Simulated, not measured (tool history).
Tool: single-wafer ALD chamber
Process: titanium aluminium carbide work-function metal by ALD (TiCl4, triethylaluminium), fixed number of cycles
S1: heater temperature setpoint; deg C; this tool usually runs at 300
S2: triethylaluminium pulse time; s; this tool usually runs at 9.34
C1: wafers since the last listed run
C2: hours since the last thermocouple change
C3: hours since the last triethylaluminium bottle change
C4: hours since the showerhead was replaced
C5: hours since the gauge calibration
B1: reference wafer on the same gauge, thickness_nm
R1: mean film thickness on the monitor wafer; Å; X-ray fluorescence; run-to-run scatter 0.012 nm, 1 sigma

{"run": 1, "hour": 0.0, "S1": 300, "S2": 9.34, "C1": 0, "C2": 107.3, "C3": 726.3, "C4": 6454.1, "C5": 700.7, "B1": 1.762, "R1": 20.09}
{"run": 2, "hour": 44.5, "S1": 300, "S2": 9.34, "C1": 704, "C2": 151.8, "C3": 770.8, "C4": 6498.6, "C5": 745.2, "B1": 1.764, "R1": 19.8}
{"run": 3, "hour": 108.7, "S1": 300, "S2": 9.34, "C1": 1016, "C2": 216.0, "C3": 835.0, "C4": 6562.8, "C5": 809.4, "B1": 1.761, "R1": 19.69}
{"run": 4, "hour": 148.1, "S1": 300, "S2": 9.34, "C1": 623, "C2": 255.4, "C3": 874.4, "C4": 6602.2, "C5": 848.8, "B1": 1.753, "R1": 19.74}
{"run": 5, "hour": 384.2, "S1": 300, "S2": 9.34, "C1": 3738, "C2": 491.5, "C3": 1110.5, "C4": 6838.3, "C5": 1084.9, "B1": 1.753, "R1": 19.87}
{"run": 6, "hour": 422.0, "S1": 300, "S2": 9.34, "C1": 598, "C2": 529.3, "C3": 1148.3, "C4": 6876.1, "C5": 1122.7, "B1": 1.754, "R1": 19.74}
{"run": 7, "hour": 500.5, "S1": 292, "S2": 9.34, "C1": 1242, "C2": 607.8, "C3": 1226.8, "C4": 6954.6, "C5": 1201.2, "B1": 1.75, "R1": 19.04}
{"run": 8, "hour": 592.3, "S1": 300, "S2": 8.16, "C1": 1453, "C2": 699.6, "C3": 1318.6, "C4": 7046.4, "C5": 1293.0, "B1": 1.753, "R1": 19.43}
{"run": 9, "hour": 681.6, "S1": 308, "S2": 9.34, "C1": 1413, "C2": 788.9, "C3": 1407.9, "C4": 7135.7, "C5": 1382.3, "B1": 1.754, "R1": 20.58}
{"run": 10, "hour": 736.8, "S1": 308, "S2": 9.34, "C1": 873, "C2": 844.1, "C3": 1463.1, "C4": 7190.9, "C5": 1437.5, "B1": 1.745, "R1": 20.45}
{"run": 11, "hour": 826.0, "S1": 300, "S2": 9.34, "C1": 1412, "C2": 933.3, "C3": 1552.3, "C4": 7280.1, "C5": 1526.7, "B1": 1.747, "R1": 19.74}
{"run": 12, "hour": 881.0, "S1": 300, "S2": 9.34, "C1": 870, "C2": 988.3, "C3": 1607.3, "C4": 7335.1, "C5": 1581.7, "B1": 1.743, "R1": 19.7}
{"run": 13, "hour": 939.9, "S1": 300, "S2": 9.34, "C1": 932, "C2": 1047.2, "C3": 1666.2, "C4": 7394.0, "C5": 1640.6, "B1": 1.743, "R1": 19.7}
{"run": 14, "hour": 1008.1, "S1": 300, "S2": 9.34, "C1": 1079, "C2": 1115.4, "C3": 1734.4, "C4": 7462.2, "C5": 1708.8, "B1": 1.739, "R1": 19.58}
{"hour": 1157.9, "done": "triethylaluminium bottle replaced"}
{"run": 15, "hour": 1233.5, "S1": 300, "S2": 9.34, "C1": 3442, "C2": 1340.8, "C3": 75.6, "C4": 7687.6, "C5": 1934.2, "B1": 1.737, "R1": 19.46}
{"run": 16, "hour": 1289.2, "S1": 308, "S2": 9.34, "C1": 881, "C2": 1396.5, "C3": 131.3, "C4": 7743.3, "C5": 1989.9, "B1": 1.74, "R1": 20.24}
{"run": 17, "hour": 1385.7, "S1": 307, "S2": 9.34, "C1": 1527, "C2": 1493.0, "C3": 227.8, "C4": 7839.8, "C5": 2086.4, "B1": 1.738, "R1": 20.2}
{"run": 18, "hour": 1451.9, "S1": 300, "S2": 9.34, "C1": 1048, "C2": 1559.2, "C3": 294.0, "C4": 7906.0, "C5": 2152.6, "B1": 1.74, "R1": 19.58}
{"run": 19, "hour": 1518.1, "S1": 287, "S2": 6.44, "C1": 1048, "C2": 1625.4, "C3": 360.2, "C4": 7972.2, "C5": 2218.8, "B1": 1.731, "R1": 17.13}
{"run": 20, "hour": 1776.1, "S1": 300, "S2": 9.34, "C1": 4084, "C2": 1883.4, "C3": 618.2, "C4": 8230.2, "C5": 2476.8, "B1": 1.727, "R1": 19.44}
{"run": 21, "hour": 1821.2, "S1": 300, "S2": 9.34, "C1": 714, "C2": 1928.5, "C3": 663.3, "C4": 8275.3, "C5": 2521.9, "B1": 1.73, "R1": 19.44}
{"hour": 1858.0, "done": "thermocouple changed; heater temperature recalibrated"}
{"run": 22, "hour": 1874.2, "S1": 295, "S2": 6.13, "C1": 712, "C2": 16.2, "C3": 716.3, "C4": 8328.3, "C5": 2574.9, "B1": 1.73, "R1": 17.59}
{"run": 23, "hour": 1972.0, "S1": 315, "S2": 7.89, "C1": 1548, "C2": 114.0, "C3": 814.1, "C4": 8426.1, "C5": 2672.7, "B1": 1.727, "R1": 20.3}
{"run": 24, "hour": 2079.2, "S1": 300, "S2": 11.11, "C1": 1697, "C2": 221.2, "C3": 921.3, "C4": 8533.3, "C5": 2779.9, "B1": 1.724, "R1": 19.58}
{"hour": 2087.2, "done": "gauge calibrated"}
{"hour": 2087.4, "done": "showerhead replaced"}
{"run": 25, "hour": 2133.6, "S1": 304, "S2": 5.8, "C1": 734, "C2": 275.6, "C3": 975.7, "C4": 46.2, "C5": 46.4, "B1": 1.775, "R1": 18.41}
{"run": 26, "hour": 2185.9, "S1": 300, "S2": 9.34, "C1": 828, "C2": 327.9, "C3": 1028.0, "C4": 98.5, "C5": 98.7, "B1": 1.772, "R1": 20.05}
{"run": 27, "hour": 2224.9, "S1": 287, "S2": 6.43, "C1": 617, "C2": 366.9, "C3": 1067.0, "C4": 137.5, "C5": 137.7, "B1": 1.775, "R1": 17.38}
{"run": 28, "hour": 2298.3, "S1": 312, "S2": 9.34, "C1": 1162, "C2": 440.3, "C3": 1140.4, "C4": 210.9, "C5": 211.1, "B1": 1.775, "R1": 20.87}
{"run": 29, "hour": 2398.1, "S1": 309, "S2": 7.59, "C1": 1580, "C2": 540.1, "C3": 1240.2, "C4": 310.7, "C5": 310.9, "B1": 1.771, "R1": 20.26}
{"run": 30, "hour": 2498.8, "S1": 307, "S2": 6.08, "C1": 1594, "C2": 640.8, "C3": 1340.9, "C4": 411.4, "C5": 411.6, "B1": 1.769, "R1": 18.92}
{"run": 31, "hour": 2816.5, "S1": 306, "S2": 7.63, "C1": 5030, "C2": 958.5, "C3": 1658.6, "C4": 729.1, "C5": 729.3, "B1": 1.762, "R1": 19.98}
{"run": 32, "hour": 2922.4, "S1": 307, "S2": 5.75, "C1": 1676, "C2": 1064.4, "C3": 1764.5, "C4": 835.0, "C5": 835.2, "B1": 1.76, "R1": 18.58}
{"run": 33, "hour": 3009.2, "S1": 314, "S2": 6.2, "C1": 1374, "C2": 1151.2, "C3": 1851.3, "C4": 921.8, "C5": 922.0, "B1": 1.766, "R1": 19.55}

Give the tool's hidden conditions for every run:
wafer temperature above the value expected at the setpoint (K): 0 in every run
triethylaluminium dose above that of a fresh bottle (%): 0 in every run
H1: gauge reads high (%)
run=1 H1=-0.469
run=2 H1=-0.515
run=3 H1=-0.58
run=4 H1=-0.621
run=5 H1=-0.862
run=6 H1=-0.901
run=7 H1=-0.981
run=8 H1=-1.07
run=9 H1=-1.17
run=10 H1=-1.22
run=11 H1=-1.31
run=12 H1=-1.37
run=13 H1=-1.43
run=14 H1=-1.5
run=15 H1=-1.73
run=16 H1=-1.79
run=17 H1=-1.89
run=18 H1=-1.95
run=19 H1=-2.02
run=20 H1=-2.29
run=21 H1=-2.33
run=22 H1=-2.39
run=23 H1=-2.49
run=24 H1=-2.6
run=25 H1=0.323
run=26 H1=0.27
run=27 H1=0.23
run=28 H1=0.155
run=29 H1=0.0528
run=30 H1=-0.0502
run=31 H1=-0.375
run=32 H1=-0.484
run=33 H1=-0.572
